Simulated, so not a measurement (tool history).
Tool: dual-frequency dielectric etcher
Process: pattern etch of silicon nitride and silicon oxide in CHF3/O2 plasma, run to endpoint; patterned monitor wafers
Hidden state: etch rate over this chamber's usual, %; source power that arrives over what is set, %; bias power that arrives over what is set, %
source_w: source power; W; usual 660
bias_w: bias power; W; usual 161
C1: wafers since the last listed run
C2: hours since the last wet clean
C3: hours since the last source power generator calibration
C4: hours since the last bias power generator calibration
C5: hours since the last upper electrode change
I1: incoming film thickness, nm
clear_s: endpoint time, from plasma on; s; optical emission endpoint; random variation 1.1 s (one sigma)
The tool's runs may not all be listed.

run 1 hour=0.0 | source_w=660 bias_w=188 | C1=0 C2=139.3 C3=3797.1 C4=3907.0 C5=4678.0 | I1=210.9 | clear_s=147.0
run 2 hour=7.0 | source_w=660 bias_w=161 | C1=34 C2=146.3 C3=3804.1 C4=3914.0 C5=4685.0 | I1=210.7 | clear_s=157.2
run 3 hour=18.6 | source_w=660 bias_w=161 | C1=56 C2=157.9 C3=3815.7 C4=3925.6 C5=4696.6 | I1=211.4 | clear_s=159.9
run 4 hour=29.2 | source_w=660 bias_w=161 | C1=51 C2=168.5 C3=3826.3 C4=3936.2 C5=4707.2 | I1=210.9 | clear_s=157.6
run 5 hour=54.5 | source_w=660 bias_w=161 | C1=123 C2=193.8 C3=3851.6 C4=3961.5 C5=4732.5 | I1=212.9 | clear_s=158.5
run 6 hour=100.8 | source_w=660 bias_w=161 | C1=225 C2=240.1 C3=3897.9 C4=4007.8 C5=4778.8 | I1=209.4 | clear_s=157.6
run 7 hour=112.3 | source_w=660 bias_w=161 | C1=55 C2=251.6 C3=3909.4 C4=4019.3 C5=4790.3 | I1=210.7 | clear_s=159.1
run 8 hour=122.1 | source_w=560 bias_w=144 | C1=47 C2=261.4 C3=3919.2 C4=4029.1 C5=4800.1 | I1=212.2 | clear_s=176.1
run 9 hour=138.8 | source_w=560 bias_w=144 | C1=81 C2=278.1 C3=3935.9 C4=4045.8 C5=4816.8 | I1=211.6 | clear_s=175.6
run 10 hour=147.8 | source_w=560 bias_w=144 | C1=43 C2=287.1 C3=3944.9 C4=4054.8 C5=4825.8 | I1=213.3 | clear_s=175.8
-- hour=175.3 upper electrode replaced
run 11 hour=175.8 | source_w=660 bias_w=161 | C1=19 C2=315.1 C3=3972.9 C4=4082.8 C5=0.5 | I1=209.4 | clear_s=156.9
run 12 hour=176.2 | source_w=660 bias_w=161 | C1=1 C2=315.5 C3=3973.3 C4=4083.2 C5=0.9 | I1=210.5 | clear_s=157.2
run 13 hour=183.2 | source_w=660 bias_w=161 | C1=34 C2=322.5 C3=3980.3 C4=4090.2 C5=7.9 | I1=212.5 | clear_s=159.8
run 14 hour=200.5 | source_w=660 bias_w=161 | C1=84 C2=339.8 C3=3997.6 C4=4107.5 C5=25.2 | I1=211.1 | clear_s=159.3
-- hour=213.7 bias power generator calibrated
run 15 hour=215.1 | source_w=660 bias_w=161 | C1=51 C2=354.4 C3=4012.2 C4=1.4 C5=39.8 | I1=211.9 | clear_s=158.7
run 16 hour=221.4 | source_w=520 bias_w=143 | C1=30 C2=360.7 C3=4018.5 C4=7.7 C5=46.1 | I1=211.9 | clear_s=179.0
-- hour=251.3 source power generator calibrated
-- hour=256.8 wet clean of the chamber
run 17 hour=257.3 | source_w=510 bias_w=201 | C1=128 C2=0.5 C3=6.0 C4=43.6 C5=82.0 | I1=209.6 | clear_s=153.5
run 18 hour=257.6 | source_w=660 bias_w=161 | C1=1 C2=0.8 C3=6.3 C4=43.9 C5=82.3 | I1=211.3 | clear_s=157.6
run 19 hour=258.0 | source_w=570 bias_w=132 | C1=1 C2=1.2 C3=6.7 C4=44.3 C5=82.7 | I1=209.0 | clear_s=176.4
run 20 hour=259.4 | source_w=660 bias_w=161 | C1=6 C2=2.6 C3=8.1 C4=45.7 C5=84.1 | I1=211.2 | clear_s=157.4
run 21 hour=273.3 | source_w=560 bias_w=161 | C1=67 C2=16.5 C3=22.0 C4=59.6 C5=98.0 | I1=209.8 | clear_s=164.9
run 22 hour=280.7 | source_w=540 bias_w=127 | C1=35 C2=23.9 C3=29.4 C4=67.0 C5=105.4 | I1=212.4 | clear_s=189.1
run 23 hour=287.4 | source_w=750 bias_w=176 | C1=32 C2=30.6 C3=36.1 C4=73.7 C5=112.1 | I1=211.6 | clear_s=148.8
run 24 hour=294.8 | source_w=730 bias_w=147 | C1=35 C2=38.0 C3=43.5 C4=81.1 C5=119.5 | I1=211.9 | clear_s=160.7
run 25 hour=303.6 | source_w=800 bias_w=146 | C1=42 C2=46.8 C3=52.3 C4=89.9 C5=128.3 | I1=208.4 | clear_s=153.5
run 26 hour=311.8 | source_w=660 bias_w=161 | C1=39 C2=55.0 C3=60.5 C4=98.1 C5=136.5 | I1=210.5 | clear_s=158.7
run 27 hour=322.4 | source_w=800 bias_w=178 | C1=51 C2=65.6 C3=71.1 C4=108.7 C5=147.1 | I1=208.5 | clear_s=140.2
run 28 hour=331.9 | source_w=660 bias_w=161 | C1=46 C2=75.1 C3=80.6 C4=118.2 C5=156.6 | I1=211.4 | clear_s=158.4
run 29 hour=338.5 | source_w=660 bias_w=161 | C1=32 C2=81.7 C3=87.2 C4=124.8 C5=163.2 | I1=211.7 | clear_s=156.9
run 30 hour=345.6 | source_w=570 bias_w=149 | C1=34 C2=88.8 C3=94.3 C4=131.9 C5=170.3 | I1=212.9 | clear_s=175.2

Forecast each of these 4 alternatives for the next run:
run A hour=346.1 | source_w=660 bias_w=124 | C1=2 C2=89.3 C3=94.8 C4=132.4 C5=170.8 | I1=211.7 | clear_s=?
run B hour=346.1 | source_w=550 bias_w=130 | C1=2 C2=89.3 C3=94.8 C4=132.4 C5=170.8 | I1=211.7 | clear_s=?
run C hour=346.1 | source_w=580 bias_w=161 | C1=2 C2=89.3 C3=94.8 C4=132.4 C5=170.8 | I1=211.7 | clear_s=?
run D hour=346.1 | source_w=660 bias_w=195 | C1=2 C2=89.3 C3=94.8 C4=132.4 C5=170.8 | I1=211.7 | clear_s=?

run=A clear_s=178.8
run=B clear_s=185.2
run=C clear_s=165.1
run=D clear_s=145.6
Without the tool's hidden state the same runs would have given:
run=A clear_s=178.8
run=B clear_s=185.2
run=C clear_s=165.1
run=D clear_s=145.6
